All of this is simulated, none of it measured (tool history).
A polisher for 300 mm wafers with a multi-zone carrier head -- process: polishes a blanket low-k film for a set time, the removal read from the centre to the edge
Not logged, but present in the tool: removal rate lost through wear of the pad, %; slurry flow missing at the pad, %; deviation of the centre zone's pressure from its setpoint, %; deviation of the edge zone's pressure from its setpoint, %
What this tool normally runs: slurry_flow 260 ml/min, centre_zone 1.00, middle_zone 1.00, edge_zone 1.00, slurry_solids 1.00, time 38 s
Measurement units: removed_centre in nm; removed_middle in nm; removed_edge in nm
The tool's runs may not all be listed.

| run | hour | slurry_flow | centre_zone | middle_zone | edge_zone | slurry_solids | time | wafers since the last listed run | wafers polished on this pad | hours since the slurry nozzle was cleaned | hours since the centre zone pressure was calibrated | hours since the edge zone pressure was calibrated | hours since the carrier head's membrane was replaced | incoming thickness of the incoming film, nm | removed_centre | removed_middle | removed_edge |
|---|---|---|---|---|---|---|---|---|---|---|---|---|---|---|---|---|---|
| 1 | 0.0 | 260 | 1.00 | 0.91 | 1.00 | 1.00 | 38 | 0 | 2060 | 810.6 | 103.9 | 914.0 | 25.8 | 510.4 | 9.9 | 9.3 | 9.9 |
| 2 | 54.7 | 260 | 1.00 | 0.91 | 1.00 | 1.00 | 38 | 807 | 2867 | 865.3 | 158.6 | 968.7 | 80.5 | 513.3 | 9.6 | 9.2 | 10.0 |
|  | 67.6 | slurry nozzle cleaned |
| 3 | 117.9 | 205 | 0.96 | 1.00 | 1.00 | 1.00 | 38 | 917 | 3785 | 50.3 | 221.8 | 1031.9 | 143.7 | 509.9 | 8.7 | 9.7 | 9.5 |
| 4 | 163.6 | 260 | 0.91 | 1.00 | 1.11 | 1.00 | 38 | 674 | 4459 | 96.0 | 267.5 | 1077.6 | 189.4 | 506.5 | 8.4 | 9.9 | 10.4 |
|  | 169.3 | worn pad replaced by a new one |
| 5 | 194.9 | 320 | 1.00 | 0.93 | 1.00 | 1.00 | 38 | 402 | 378 | 127.3 | 298.8 | 1108.9 | 220.7 | 504.7 | 10.2 | 10.1 | 10.5 |
| 6 | 242.2 | 260 | 0.92 | 1.00 | 1.10 | 1.00 | 50 | 697 | 1076 | 174.6 | 346.1 | 1156.2 | 268.0 | 507.1 | 11.7 | 13.5 | 13.5 |
| 7 | 303.1 | 260 | 1.00 | 1.00 | 1.00 | 1.00 | 38 | 898 | 1975 | 235.5 | 407.0 | 1217.1 | 328.9 | 499.3 | 9.5 | 10.1 | 10.0 |
| 8 | 360.6 | 260 | 1.00 | 1.03 | 1.00 | 1.20 | 38 | 848 | 2823 | 293.0 | 464.5 | 1274.6 | 386.4 | 503.9 | 10.7 | 11.0 | 10.9 |
|  | 430.1 | centre zone pressure recalibrated |
| 9 | 430.6 | 260 | 1.00 | 1.06 | 1.05 | 1.10 | 34 | 1003 | 3826 | 363.0 | 0.5 | 1344.6 | 456.4 | 513.9 | 9.0 | 9.6 | 9.4 |
| 10 | 474.1 | 260 | 0.91 | 0.95 | 1.00 | 1.30 | 33 | 641 | 4468 | 406.5 | 44.0 | 1388.1 | 499.9 | 514.0 | 8.4 | 9.3 | 9.9 |
|  | 483.2 | carrier head's membrane replaced by a new one |
| 11 | 533.3 | 260 | 1.00 | 1.00 | 1.00 | 1.00 | 38 | 799 | 5268 | 465.7 | 103.2 | 1447.3 | 50.1 | 517.3 | 9.5 | 9.7 | 9.9 |
| 12 | 572.4 | 260 | 1.00 | 0.95 | 0.95 | 1.15 | 26 | 576 | 5845 | 504.8 | 142.3 | 1486.4 | 89.2 | 508.4 | 6.8 | 6.9 | 7.0 |
|  | 581.6 | worn pad replaced by a new one |
| 13 | 632.8 | 260 | 1.00 | 1.08 | 1.00 | 1.00 | 26 | 832 | 756 | 565.2 | 202.7 | 1546.8 | 149.6 | 504.7 | 6.9 | 7.3 | 7.0 |

Run 14 comes next. What will it give?
|  | 641.4 | edge zone pressure recalibrated |
| 14 | 675.4 | 260 | 1.00 | 1.00 | 1.00 | 1.00 | 29 | 599 | 1355 | 607.8 | 245.3 | 34.0 | 192.2 | 516.4 | ? | ? | ? |

removed_centre: 7.5 nm
removed_middle: 7.9 nm
removed_edge: 7.7 nm
Take away the tool's hidden state, keep the run-to-run variation as it was, and the same run would have given removed_centre 7.8 nm, removed_middle 8.2 nm, removed_edge 8.1 nm.

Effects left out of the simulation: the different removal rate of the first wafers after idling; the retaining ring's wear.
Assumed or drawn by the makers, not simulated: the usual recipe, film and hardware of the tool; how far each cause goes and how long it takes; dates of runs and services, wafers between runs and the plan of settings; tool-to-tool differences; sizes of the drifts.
